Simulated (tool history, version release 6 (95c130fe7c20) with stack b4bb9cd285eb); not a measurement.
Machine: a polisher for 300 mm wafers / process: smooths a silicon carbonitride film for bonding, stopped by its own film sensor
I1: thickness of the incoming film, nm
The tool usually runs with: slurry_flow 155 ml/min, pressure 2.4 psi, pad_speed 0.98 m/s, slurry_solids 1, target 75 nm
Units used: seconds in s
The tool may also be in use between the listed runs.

Run 1, hour 0.0: usual settings but target 80 nm; I1 100.2. Result: seconds 67.0 s.
Run 2, hour 71.3: usual settings but target 80 nm; I1 99.7. Result: seconds 66.5 s.
At hour 85.4: worn pad replaced by a new one.
Run 3, hour 109.5: usual settings but slurry_flow 115 ml/min; I1 100.6. Result: seconds 92.3 s.
At hour 132.0: slurry blender recalibrated.
Run 4, hour 170.0: usual settings but slurry_flow 115 ml/min; I1 100.4. Result: seconds 87.9 s.
Run 5, hour 233.7: usual settings but slurry_flow 115 ml/min; I1 100.9. Result: seconds 91.0 s.
At hour 276.7: worn pad replaced by a new one.
At hour 288.3: head pressure recalibrated.
Run 6, hour 300.5: usual settings; I1 98.3. Result: seconds 80.1 s.
Run 7, hour 326.2: usual settings; I1 100.5. Result: seconds 87.0 s.
At hour 383.2: slurry nozzle cleaned.
At hour 386.9: slurry blender recalibrated.
Run 8, hour 388.1: usual settings; I1 99.6. Result: seconds 80.9 s.
Run 9, hour 423.6: usual settings; I1 98.5. Result: seconds 76.3 s.
At hour 487.4: worn pad replaced by a new one.
Run 10, hour 584.2: usual settings; I1 98.8. Result: seconds 80.5 s.
At hour 594.3: slurry blender recalibrated.
Run 11, hour 642.6: usual settings; I1 101.3. Result: seconds 86.2 s.
Run 12, hour 669.7: usual settings but slurry_flow 210 ml/min; I1 100.6. Result: seconds 80.2 s.
At hour 712.4: worn pad replaced by a new one.
Run 13, hour 718.1: usual settings but slurry_flow 175 ml/min, pad_speed 0.88 m/s; I1 100.6. Result: seconds 88.5 s.
Run 14, hour 752.6: usual settings but slurry_flow 115 ml/min; I1 98.9. Result: seconds 86.9 s.
Run 15, hour 813.5: usual settings but pressure 2.9 psi, target 78 nm; I1 101.1. Result: seconds 71.3 s.
At hour 820.8: head pressure recalibrated.
At hour 835.3: slurry blender recalibrated.
Run 16, hour 838.2: usual settings; I1 99.9. Result: seconds 82.6 s.
Run 17, hour 874.0: usual settings but slurry_flow 175 ml/min, pressure 3.1 psi; I1 98.5. Result: seconds 64.4 s.
Run 18, hour 903.0: usual settings but slurry_flow 110 ml/min, pad_speed 0.72 m/s; I1 100.8. Result: seconds 107.1 s.
At hour 930.9: worn pad replaced by a new one.
Run 19, hour 965.1: usual settings; I1 100.4. Result: seconds 85.1 s.

Forecast run 20:
Run 20, hour 998.3: usual settings but pad_speed 0.80 m/s, target 79 nm; I1 99.7. Result: seconds ?.

{"run 20": {"seconds": 79.0}}
Minus the tool's unlogged condition, the same run would have read seconds 75.1 s.

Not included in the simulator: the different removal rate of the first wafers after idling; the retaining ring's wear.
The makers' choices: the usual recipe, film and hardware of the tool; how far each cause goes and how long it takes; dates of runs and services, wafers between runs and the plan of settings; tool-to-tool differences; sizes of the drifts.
